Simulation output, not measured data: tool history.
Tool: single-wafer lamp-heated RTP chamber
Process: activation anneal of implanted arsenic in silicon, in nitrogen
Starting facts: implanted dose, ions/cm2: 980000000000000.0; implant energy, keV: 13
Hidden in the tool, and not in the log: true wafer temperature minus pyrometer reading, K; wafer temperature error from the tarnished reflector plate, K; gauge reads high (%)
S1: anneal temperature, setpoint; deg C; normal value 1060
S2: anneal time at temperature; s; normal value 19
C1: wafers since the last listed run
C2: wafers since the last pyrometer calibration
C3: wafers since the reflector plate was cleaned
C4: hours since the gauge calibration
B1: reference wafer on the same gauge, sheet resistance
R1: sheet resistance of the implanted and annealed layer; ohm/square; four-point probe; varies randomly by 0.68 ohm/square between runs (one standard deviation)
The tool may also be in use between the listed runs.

run,hour,S1,S2,C1,C2,C3,C4,B1,R1
1,0,1060,19,0,7112,1086,249.9,97.79,121.68
# hour 10.6: pyrometer window cleaned and pyrometer calibrated
2,65.1,1060,19,952,909,2038,315,98.06,121.18
3,92.8,1060,19,461,1371,2500,342.7,97.98,121.62
4,114,1060,19,353,1725,2853,363.9,98.08,122.35
5,144.2,1060,19,503,2228,3357,394.1,97.92,121.68
6,176.8,1060,19,543,2772,3901,426.7,98.04,121.23
7,201.8,1060,19,416,3189,4318,451.7,97.81,121
8,225.6,1041,19,396,3586,4715,475.5,97.96,127.17
# hour 236.5: reflector plate cleaned
9,260.1,1041,19,441,4028,393,510,98,124.89
10,284.9,1060,19,413,4442,806,534.8,98.19,119.41
11,317.4,1060,19,542,4984,1348,567.3,97.96,120.15
# hour 318.3: gauge calibrated
12,338.9,1071,25,358,5342,1707,20.6,98.04,113.69
# hour 357.4: reflector plate cleaned, repeated, since the last time left the tool worse
13,357.9,1060,19,183,5526,7,39.6,97.97,121.84
14,387.2,1050,30,488,6014,496,68.9,98.08,119.04
# hour 419.1: pyrometer window cleaned and pyrometer calibrated
15,419.6,1060,19,406,9,903,101.3,97.95,122.33
16,433.3,1060,12,228,237,1131,115,98.03,128.51
17,452.9,1071,25,326,564,1458,134.6,98.02,114.91
18,467.8,1039,14,248,813,1707,149.5,98.19,133.57
19,498.4,1048,10,510,1323,2217,180.1,98.06,134.26
20,522.8,1069,19,406,1730,2624,204.5,97.89,117.96
21,553.5,1060,19,512,2242,3136,235.2,98.1,121.38
22,586,1043,25,542,2784,3678,267.7,98.17,122.61
# hour 599.6: reflector plate cleaned
23,617.1,1060,19,385,3169,292,298.8,97.85,120.91

Branching from run 23: 5 alternative next runs. What would each branch give?
A,617.5,1060,19,6,3176,299,299.2,?,?
B,617.5,1080,27,6,3176,299,299.2,?,?
C,617.5,1037,10,6,3176,299,299.2,?,?
D,617.5,1060,22,6,3176,299,299.2,?,?
E,617.5,1080,19,6,3176,299,299.2,?,?

run,B1,R1
A,98,121.35
B,98,112.04
C,98,139.61
D,98,119.48
E,98,116.04
What these runs would have given with no unlogged condition in the tool:
run,R1
A,121.6
B,112.23
C,139.98
D,119.71
E,116.24
